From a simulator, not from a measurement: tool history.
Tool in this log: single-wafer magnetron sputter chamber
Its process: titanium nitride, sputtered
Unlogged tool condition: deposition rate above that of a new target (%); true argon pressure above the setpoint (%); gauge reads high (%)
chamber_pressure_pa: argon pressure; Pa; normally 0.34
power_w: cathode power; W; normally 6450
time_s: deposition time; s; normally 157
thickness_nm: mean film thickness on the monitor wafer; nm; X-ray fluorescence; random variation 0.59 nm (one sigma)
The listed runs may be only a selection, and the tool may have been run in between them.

| run | hour | chamber_pressure_pa | power_w | time_s | wafers since the last listed run | wafers on the sputter target | hours since the last manometer calibration | hours since the magnet pack was replaced | hours since the gauge calibration | read-back reference wafer on the same gauge, thickness_nm | thickness_nm |
|---|---|---|---|---|---|---|---|---|---|---|---|
| 1 | 0 | 0.34 | 6450 | 157 | 0 | 2271 | 1079.7 | 5480.9 | 1275.2 | 170.112 | 191.066 |
| 2 | 99.3 | 0.34 | 7700 | 157 | 1103 | 3375 | 1179 | 5580.2 | 1374.5 | 169.961 | 208.888 |
| 3 | 196.1 | 0.34 | 7700 | 157 | 1075 | 4450 | 1275.8 | 5677 | 1471.3 | 169.996 | 209.282 |
| 4 | 292.4 | 0.34 | 7700 | 157 | 1070 | 5520 | 1372.1 | 5773.3 | 1567.6 | 170.121 | 207.912 |
|  | 332.4 | capacitance manometer re-zeroed and calibrated |
| 5 | 382.6 | 0.34 | 6450 | 167 | 913 | 6434 | 50.2 | 5863.5 | 1657.8 | 169.91 | 197.187 |
|  | 571.6 | sputter target and shields replaced |
| 6 | 682.6 | 0.34 | 7350 | 157 | 3244 | 1233 | 350.2 | 6163.5 | 1957.8 | 169.987 | 204.637 |
| 7 | 752.2 | 0.279 | 6450 | 157 | 773 | 2007 | 419.8 | 6233.1 | 2027.4 | 169.971 | 194.074 |
| 8 | 819.4 | 0.297 | 5450 | 157 | 746 | 2753 | 487 | 6300.3 | 2094.6 | 169.995 | 177.446 |
| 9 | 879 | 0.297 | 5450 | 157 | 662 | 3416 | 546.6 | 6359.9 | 2154.2 | 170.046 | 176.229 |
| 10 | 942.6 | 0.297 | 5450 | 157 | 706 | 4122 | 610.2 | 6423.5 | 2217.8 | 170.104 | 175.716 |
| 11 | 978.9 | 0.34 | 6450 | 157 | 403 | 4526 | 646.5 | 6459.8 | 2254.1 | 169.955 | 188.971 |
| 12 | 1064.9 | 0.34 | 7900 | 157 | 955 | 5481 | 732.5 | 6545.8 | 2340.1 | 170.118 | 208.845 |
| 13 | 1170.2 | 0.421 | 7200 | 139 | 1170 | 6651 | 837.8 | 6651.1 | 2445.4 | 170.085 | 171.948 |
|  | 1195.2 | gauge calibrated |
| 14 | 1271.6 | 0.34 | 5100 | 136 | 1126 | 7778 | 939.2 | 6752.5 | 76.4 | 169.912 | 143.624 |
|  | 1347.5 | sputter target and shields replaced |
| 15 | 1367.4 | 0.382 | 6450 | 157 | 975 | 220 | 1035 | 6848.3 | 172.2 | 170.074 | 191.239 |
| 16 | 1413.6 | 0.34 | 6450 | 182 | 513 | 734 | 1081.2 | 6894.5 | 218.4 | 169.871 | 224.113 |
| 17 | 1484.7 | 0.22 | 7500 | 138 | 790 | 1524 | 1152.3 | 6965.6 | 289.5 | 169.915 | 189.275 |
| 18 | 1559.4 | 0.459 | 7700 | 157 | 830 | 2354 | 1227 | 7040.3 | 364.2 | 170.103 | 204.879 |
| 19 | 1606 | 0.34 | 7550 | 157 | 517 | 2872 | 1273.6 | 7086.9 | 410.8 | 170 | 209.31 |
| 20 | 1652.5 | 0.279 | 7850 | 146 | 516 | 3388 | 1320.1 | 7133.4 | 457.3 | 170.091 | 201.404 |
| 21 | 1704.5 | 0.34 | 6450 | 157 | 577 | 3966 | 1372.1 | 7185.4 | 509.3 | 169.957 | 191.898 |
|  | 1753.8 | magnet pack replaced |
|  | 1790.4 | capacitance manometer re-zeroed and calibrated |
| 22 | 1793.1 | 0.34 | 6450 | 157 | 806 | 4773 | 2.7 | 39.3 | 597.9 | 170.04 | 188.131 |
| 23 | 1877.2 | 0.291 | 6450 | 182 | 934 | 5707 | 86.8 | 123.4 | 682 | 170.229 | 221.508 |
| 24 | 1958.6 | 0.34 | 6450 | 157 | 904 | 6612 | 168.2 | 204.8 | 763.4 | 170.13 | 186.058 |
| 25 | 2009.4 | 0.34 | 6450 | 179 | 564 | 7176 | 219 | 255.6 | 814.2 | 170.084 | 212.485 |
|  | 2019.1 | sputter target and shields replaced |
| 26 | 2046.7 | 0.34 | 6450 | 157 | 325 | 306 | 256.3 | 292.9 | 851.5 | 170.02 | 191.552 |
| 27 | 2110.9 | 0.215 | 6450 | 157 | 713 | 1020 | 320.5 | 357.1 | 915.7 | 170.14 | 198.927 |
| 28 | 2175.4 | 0.34 | 6450 | 157 | 716 | 1736 | 385 | 421.6 | 980.2 | 169.927 | 191.332 |
| 29 | 2282.4 | 0.34 | 6450 | 157 | 1188 | 2925 | 492 | 528.6 | 1087.2 | 169.963 | 189.788 |
| 30 | 2358.2 | 0.475 | 5400 | 165 | 842 | 3767 | 567.8 | 604.4 | 1163 | 169.76 | 175.203 |
| 31 | 2402 | 0.302 | 5800 | 176 | 486 | 4254 | 611.6 | 648.2 | 1206.8 | 170.085 | 202.898 |
| 32 | 2465.4 | 0.295 | 7650 | 129 | 704 | 4959 | 675 | 711.6 | 1270.2 | 169.845 | 172.066 |
| 33 | 2566.7 | 0.434 | 6450 | 157 | 1125 | 6084 | 776.3 | 812.9 | 1371.5 | 169.925 | 184.062 |
| 34 | 2620.3 | 0.34 | 5600 | 157 | 595 | 6680 | 829.9 | 866.5 | 1425.1 | 170.039 | 175.081 |
| 35 | 2708.8 | 0.34 | 6450 | 157 | 983 | 7663 | 918.4 | 955 | 1513.6 | 169.839 | 186.655 |

Hidden state at the last listed run before each entry between runs and at the first one after, where it differs:
After run 4, before run 5: capacitance manometer re-zeroed and calibrated (hour 332.4)
  deposition rate above that of a new target (%): -2.77 -> -3.21; true argon pressure above the setpoint (%): -13.2 -> -0.795
  measured minus no-state result, thickness_nm: -3.07 -> -6.371 nm
After run 5, before run 6: sputter target and shields replaced (hour 571.6)
  deposition rate above that of a new target (%): -3.21 -> -0.983; true argon pressure above the setpoint (%): -0.795 -> -3.69
  measured minus no-state result, thickness_nm: -6.371 -> -1.256 nm
After run 13, before run 14: gauge calibrated (hour 1195.2)
  deposition rate above that of a new target (%): -3.36 -> -3.85; true argon pressure above the setpoint (%): -8.4 -> -9.38
  measured minus no-state result, thickness_nm: -4.179 -> -4.329 nm
After run 14, before run 15: sputter target and shields replaced (hour 1347.5)
  deposition rate above that of a new target (%): -3.85 -> -0.274; true argon pressure above the setpoint (%): -9.38 -> -10.3
  measured minus no-state result, thickness_nm: -4.329 -> +1.668 nm
After run 21, before run 22: magnet pack replaced (hour 1753.8); capacitance manometer re-zeroed and calibrated (hour 1790.4)
  deposition rate above that of a new target (%): -1.91 -> -2.35; true argon pressure above the setpoint (%): -13.6 -> -0.15
  measured minus no-state result, thickness_nm: -1.058 -> -4.49 nm
After run 25, before run 26: sputter target and shields replaced (hour 2019.1)
  deposition rate above that of a new target (%): -3.4 -> -0.264; true argon pressure above the setpoint (%): -2.24 -> -2.6
  measured minus no-state result, thickness_nm: -6.975 -> +0.001 nm
